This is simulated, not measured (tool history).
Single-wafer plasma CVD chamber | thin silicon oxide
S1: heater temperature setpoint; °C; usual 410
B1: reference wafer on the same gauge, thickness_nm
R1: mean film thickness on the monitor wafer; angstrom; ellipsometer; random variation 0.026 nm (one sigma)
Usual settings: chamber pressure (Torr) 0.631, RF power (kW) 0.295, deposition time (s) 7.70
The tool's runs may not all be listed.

run 1 day=0.000 | S1=410 chamber_pressure_(Torr)=0.535 RF_power_(kW)=0.295 deposition_time_(s)=7.70 | B1=10.400 | R1=89.36
run 2 day=0.517 | S1=410 chamber_pressure_(Torr)=0.535 RF_power_(kW)=0.295 deposition_time_(s)=7.70 | B1=10.397 | R1=89.97
run 3 day=1.296 | S1=410 chamber_pressure_(Torr)=0.535 RF_power_(kW)=0.295 deposition_time_(s)=7.70 | B1=10.399 | R1=89.89
run 4 day=2.146 | S1=410 chamber_pressure_(Torr)=0.631 RF_power_(kW)=0.295 deposition_time_(s)=7.70 | B1=10.401 | R1=106.38
run 5 day=2.683 | S1=410 chamber_pressure_(Torr)=0.631 RF_power_(kW)=0.295 deposition_time_(s)=7.70 | B1=10.399 | R1=105.96
run 6 day=3.242 | S1=410 chamber_pressure_(Torr)=0.631 RF_power_(kW)=0.295 deposition_time_(s)=7.70 | B1=10.401 | R1=105.99
run 7 day=4.067 | S1=410 chamber_pressure_(Torr)=0.631 RF_power_(kW)=0.295 deposition_time_(s)=7.70 | B1=10.402 | R1=106.00
run 8 day=4.858 | S1=410 chamber_pressure_(Torr)=0.631 RF_power_(kW)=0.295 deposition_time_(s)=7.70 | B1=10.400 | R1=105.85
-- day=5.508 gauge calibrated
run 9 day=5.604 | S1=410 chamber_pressure_(Torr)=0.631 RF_power_(kW)=0.295 deposition_time_(s)=7.70 | B1=10.400 | R1=106.10
-- day=6.375 thermocouple changed; heater temperature recalibrated
run 10 day=6.396 | S1=410 chamber_pressure_(Torr)=0.631 RF_power_(kW)=0.340 deposition_time_(s)=6.17 | B1=10.401 | R1=92.07
-- day=7.629 showerhead replaced
run 11 day=7.775 | S1=410 chamber_pressure_(Torr)=0.631 RF_power_(kW)=0.295 deposition_time_(s)=7.24 | B1=10.396 | R1=99.79
-- day=10.304 capacitance manometer re-zeroed and calibrated
run 12 day=10.521 | S1=410 chamber_pressure_(Torr)=0.631 RF_power_(kW)=0.295 deposition_time_(s)=7.70 | B1=10.399 | R1=105.54
run 13 day=11.946 | S1=401 chamber_pressure_(Torr)=0.631 RF_power_(kW)=0.295 deposition_time_(s)=7.70 | B1=10.402 | R1=106.45
-- day=12.296 RF generator calibrated
run 14 day=12.796 | S1=410 chamber_pressure_(Torr)=0.550 RF_power_(kW)=0.255 deposition_time_(s)=7.00 | B1=10.401 | R1=76.06
run 15 day=13.833 | S1=398 chamber_pressure_(Torr)=0.763 RF_power_(kW)=0.295 deposition_time_(s)=6.41 | B1=10.402 | R1=107.01
run 16 day=15.050 | S1=410 chamber_pressure_(Torr)=0.748 RF_power_(kW)=0.340 deposition_time_(s)=7.25 | B1=10.396 | R1=127.51
run 17 day=16.396 | S1=410 chamber_pressure_(Torr)=0.631 RF_power_(kW)=0.325 deposition_time_(s)=7.70 | B1=10.403 | R1=111.95
run 18 day=17.479 | S1=410 chamber_pressure_(Torr)=0.631 RF_power_(kW)=0.295 deposition_time_(s)=7.70 | B1=10.395 | R1=106.04
run 19 day=18.012 | S1=410 chamber_pressure_(Torr)=0.631 RF_power_(kW)=0.295 deposition_time_(s)=8.27 | B1=10.400 | R1=113.88

5 ways to go on from here, each from the tool as it stands after run 19. What would each give?
run A day=18.029 | S1=410 chamber_pressure_(Torr)=0.631 RF_power_(kW)=0.295 deposition_time_(s)=7.70 | B1=? | R1=?
run B day=18.029 | S1=410 chamber_pressure_(Torr)=0.576 RF_power_(kW)=0.320 deposition_time_(s)=7.70 | B1=? | R1=?
run C day=18.029 | S1=410 chamber_pressure_(Torr)=0.631 RF_power_(kW)=0.295 deposition_time_(s)=9.06 | B1=? | R1=?
run D day=18.029 | S1=410 chamber_pressure_(Torr)=0.788 RF_power_(kW)=0.320 deposition_time_(s)=7.70 | B1=? | R1=?
run E day=18.029 | S1=410 chamber_pressure_(Torr)=0.631 RF_power_(kW)=0.350 deposition_time_(s)=6.43 | B1=? | R1=?

run=A B1=10.398 R1=105.71
run=B B1=10.398 R1=101.16
run=C B1=10.398 R1=124.33
run=D B1=10.398 R1=137.36
run=E B1=10.398 R1=97.04
Without the tool's hidden state the same runs would have given:
run=A R1=105.71
run=B R1=101.16
run=C R1=124.33
run=D R1=137.36
run=E R1=97.04
